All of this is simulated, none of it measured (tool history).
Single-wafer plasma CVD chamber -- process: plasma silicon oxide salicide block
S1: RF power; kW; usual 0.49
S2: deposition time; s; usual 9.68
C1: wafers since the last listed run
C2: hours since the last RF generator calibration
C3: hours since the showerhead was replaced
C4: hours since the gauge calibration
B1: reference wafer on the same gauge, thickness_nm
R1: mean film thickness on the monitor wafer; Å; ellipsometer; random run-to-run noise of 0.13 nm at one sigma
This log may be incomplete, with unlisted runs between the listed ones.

| run | hour | S1 | S2 | C1 | C2 | C3 | C4 | B1 | R1 |
|---|---|---|---|---|---|---|---|---|---|
| 1 | 0 | 0.49 | 9.68 | 0 | 1774.3 | 4075.1 | 134.4 | 71.506 | 876.46 |
| 2 | 7.7 | 0.49 | 9.68 | 336 | 1782 | 4082.8 | 142.1 | 71.493 | 877.04 |
|  | 7.8 | gauge calibrated |
| 3 | 25.5 | 0.565 | 9.68 | 777 | 1799.8 | 4100.6 | 17.7 | 71.499 | 926.96 |
| 4 | 40.1 | 0.49 | 9.68 | 637 | 1814.4 | 4115.2 | 32.3 | 71.502 | 877.25 |
| 5 | 55.4 | 0.49 | 9.68 | 668 | 1829.7 | 4130.5 | 47.6 | 71.476 | 877.06 |
| 6 | 63.1 | 0.49 | 9.68 | 336 | 1837.4 | 4138.2 | 55.3 | 71.498 | 873.96 |
| 7 | 73.4 | 0.49 | 8.91 | 449 | 1847.7 | 4148.5 | 65.6 | 71.501 | 806.78 |
| 8 | 88.8 | 0.49 | 8.91 | 672 | 1863.1 | 4163.9 | 81 | 71.492 | 807.34 |
| 9 | 98.3 | 0.49 | 8.91 | 415 | 1872.6 | 4173.4 | 90.5 | 71.525 | 806.89 |
|  | 107.6 | RF generator calibrated |
| 10 | 114.3 | 0.49 | 9.68 | 349 | 6.7 | 4189.4 | 106.5 | 71.513 | 878.78 |
| 11 | 121.2 | 0.49 | 9.68 | 301 | 13.6 | 4196.3 | 113.4 | 71.502 | 878.41 |
| 12 | 131.6 | 0.585 | 7.94 | 454 | 24 | 4206.7 | 123.8 | 71.469 | 771.98 |
|  | 145.8 | showerhead replaced |
| 13 | 146.3 | 0.59 | 11.55 | 292 | 38.7 | 0.5 | 138.5 | 71.498 | 1127.37 |
|  | 151.2 | gauge calibrated |
| 14 | 155.2 | 0.415 | 11.17 | 388 | 47.6 | 9.4 | 4 | 71.497 | 944.99 |
| 15 | 162.4 | 0.525 | 10.64 | 314 | 54.8 | 16.6 | 11.2 | 71.52 | 992.67 |
| 16 | 174.8 | 0.405 | 10.78 | 541 | 67.2 | 29 | 23.6 | 71.502 | 900.06 |
| 17 | 184.4 | 0.43 | 8.55 | 419 | 76.8 | 38.6 | 33.2 | 71.508 | 733.42 |
| 18 | 195.5 | 0.42 | 8.86 | 484 | 87.9 | 49.7 | 44.3 | 71.497 | 752.14 |
| 19 | 209.3 | 0.52 | 7.92 | 602 | 101.7 | 63.5 | 58.1 | 71.485 | 733.74 |
| 20 | 221.8 | 0.49 | 9.68 | 546 | 114.2 | 76 | 70.6 | 71.497 | 878.14 |
| 21 | 228.9 | 0.545 | 8.79 | 310 | 121.3 | 83.1 | 77.7 | 71.532 | 832.09 |
| 22 | 242.3 | 0.465 | 10.8 | 585 | 134.7 | 96.5 | 91.1 | 71.521 | 958.59 |
| 23 | 250.9 | 0.49 | 9.68 | 375 | 143.3 | 105.1 | 99.7 | 71.509 | 875.1 |

Hidden state, per run?
delivered RF power above the setpoint (%): 0 in every run
gauge reads high (%): 0 in every run
